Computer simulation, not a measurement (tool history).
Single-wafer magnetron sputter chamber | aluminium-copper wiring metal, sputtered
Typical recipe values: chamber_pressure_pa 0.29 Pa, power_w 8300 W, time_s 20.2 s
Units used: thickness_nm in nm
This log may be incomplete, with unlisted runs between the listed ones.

run,hour,chamber_pressure_pa,power_w,time_s,wafers since the last listed run,wafers on the sputter target,hours since the last manometer calibration,hours since the magnet pack was replaced,hours since the gauge calibration,"read-back reference wafer on the same gauge, thickness_nm",thickness_nm
1,0,0.29,8300,20.2,0,1373,2076.9,8556.5,178.7,363.869,343.509
2,71.8,0.29,8300,20.2,2114,3487,2148.7,8628.3,250.5,364.042,342.428
3,103.1,0.29,8300,20.2,921,4409,2180,8659.6,281.8,363.866,339.673
4,136.5,0.338,7000,20.2,983,5393,2213.4,8693,315.2,364.305,277.464
# hour 170.8: sputter target and shields replaced
5,171.2,0.29,8300,20.2,786,10,2248.1,8727.7,349.9,363.875,342.332
6,212.4,0.29,8300,20.2,1213,1223,2289.3,8768.9,391.1,363.978,343.667
7,280.7,0.29,8300,20.2,2011,3235,2357.6,8837.2,459.4,363.883,340.926
8,321.7,0.29,8300,20.2,1207,4442,2398.6,8878.2,500.4,364.329,339.044
# hour 374.4: sputter target and shields replaced
9,390.6,0.29,8300,20.2,1793,478,2467.5,8947.1,569.3,363.521,342.781
10,440.4,0.29,8950,18.2,1466,1944,2517.3,8996.9,619.1,364.139,332.386
11,500.7,0.38,6350,23.5,1775,3720,2577.6,9057.2,679.4,363.816,287.8
12,564.4,0.29,8300,20.2,1875,5596,2641.3,9120.9,743.1,364.016,337.104
13,601.6,0.367,9000,17.1,1095,6692,2678.5,9158.1,780.3,364.073,293.704
# hour 623.4: sputter target and shields replaced
14,654.3,0.321,9850,20.2,1316,909,2731.2,9210.8,833,364.115,398.053
15,687.7,0.331,8300,18.7,983,1893,2764.6,9244.2,866.4,364.249,309.953
# hour 689.8: gauge calibrated
# hour 705.1: magnet pack replaced
# hour 718.8: capacitance manometer re-zeroed and calibrated
16,751,0.29,8300,20.2,1392,3286,32.2,45.9,61.2,364.065,329.169
# hour 829.8: sputter target and shields replaced
17,896.3,0.338,7000,20.2,4043,1958,177.5,191.2,206.5,364.32,274.725
# hour 1053.7: sputter target and shields replaced
18,1061.1,0.258,7500,16.4,4617,218,342.3,356,371.3,363.961,252.867
19,1086.6,0.322,9150,23.5,750,969,367.8,381.5,396.8,363.786,423.499

Branching from run 19: 4 alternative next runs. What would each branch give?
A,1087,0.29,6250,20.2,11,981,368.2,381.9,397.2,?,?
B,1087,0.29,10150,18.4,11,981,368.2,381.9,397.2,?,?
C,1087,0.29,6450,20.2,11,981,368.2,381.9,397.2,?,?
D,1087,0.373,8300,18.2,11,981,368.2,381.9,397.2,?,?

run,"read-back reference wafer on the same gauge, thickness_nm",thickness_nm
A,363.931,254.531
B,363.931,376.524
C,363.931,262.676
D,363.931,288.31
The same runs, with their run-to-run variation unchanged, on a tool lacking any hidden condition would have given:
run,thickness_nm
A,252.067
B,372.879
C,260.133
D,284.131

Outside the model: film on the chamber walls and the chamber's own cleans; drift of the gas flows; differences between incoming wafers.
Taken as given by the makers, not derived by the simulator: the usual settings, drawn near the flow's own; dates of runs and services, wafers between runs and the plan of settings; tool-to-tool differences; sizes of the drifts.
